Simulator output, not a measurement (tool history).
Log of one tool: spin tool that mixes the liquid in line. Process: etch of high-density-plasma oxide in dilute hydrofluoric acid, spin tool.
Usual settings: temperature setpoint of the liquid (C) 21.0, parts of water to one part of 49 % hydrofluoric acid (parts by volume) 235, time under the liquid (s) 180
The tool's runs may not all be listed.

run	hour	temperature setpoint of the liquid (C)	parts of water to one part of 49 % hydrofluoric acid (parts by volume)	time under the liquid (s)	read-back film thickness of the high-density-plasma oxide reference wafer, read on the same gauge (nm)	thickness taken off the high-density-plasma oxide on a monitor wafer (angstrom)
1	0.0	24.0	235	180	110.023	55.62
2	27.5	21.0	235	180	110.020	49.86
3	88.1	21.0	235	180	109.990	49.28
4	116.4	21.0	235	180	109.987	50.00
5	164.7	21.0	235	180	110.010	49.65
6	257.8	21.0	270	180	110.020	41.73
7	285.7	21.0	270	180	110.028	41.84
8	322.7	25.0	235	180	109.993	57.21
9	366.6	21.0	280	180	109.969	39.95
# hour 396.5: hydrofluoric acid flow meter replaced
# hour 408.1: gauge calibrated
10	427.3	21.0	140	180	109.975	92.51
11	497.1	17.0	320	290	109.996	46.96
12	550.1	23.5	340	245	109.991	46.47
13	599.8	23.0	330	80	110.002	15.32
14	637.3	21.0	235	180	110.016	49.69
15	697.9	23.0	330	80	110.004	15.40
16	756.1	21.0	235	180	110.021	49.65
17	784.6	21.0	235	100	110.013	27.81
18	829.6	21.0	235	180	110.009	49.77
19	881.2	21.0	235	80	110.000	22.08
# hour 909.4: thermometer replaced
# hour 943.2: hydrofluoric acid flow meter replaced
20	943.7	17.5	135	180	110.007	83.65
21	969.1	21.0	235	180	110.010	49.82
22	998.7	25.5	350	180	109.994	34.93
23	1060.8	21.0	235	90	109.955	24.87
24	1115.4	21.0	270	180	110.022	41.80
25	1177.3	21.0	235	180	110.000	49.33
26	1238.3	18.0	235	260	110.022	64.02
27	1303.3	21.0	235	180	110.035	50.32
28	1346.7	19.0	235	180	110.006	46.59
29	1415.7	17.0	310	135	109.976	22.75
30	1443.0	17.0	315	180	110.022	29.66
# hour 1468.0: hydrofluoric acid flow meter replaced
31	1485.2	21.0	235	210	109.966	58.00
32	1513.6	21.0	235	180	110.003	49.76

The tool's hidden state at each run:
liquid hotter than its thermometer reads (K): 0 in every run
hydrofluoric acid flow above the setpoint (%): 0 in every run
gauge reads high (%): 0 in every run

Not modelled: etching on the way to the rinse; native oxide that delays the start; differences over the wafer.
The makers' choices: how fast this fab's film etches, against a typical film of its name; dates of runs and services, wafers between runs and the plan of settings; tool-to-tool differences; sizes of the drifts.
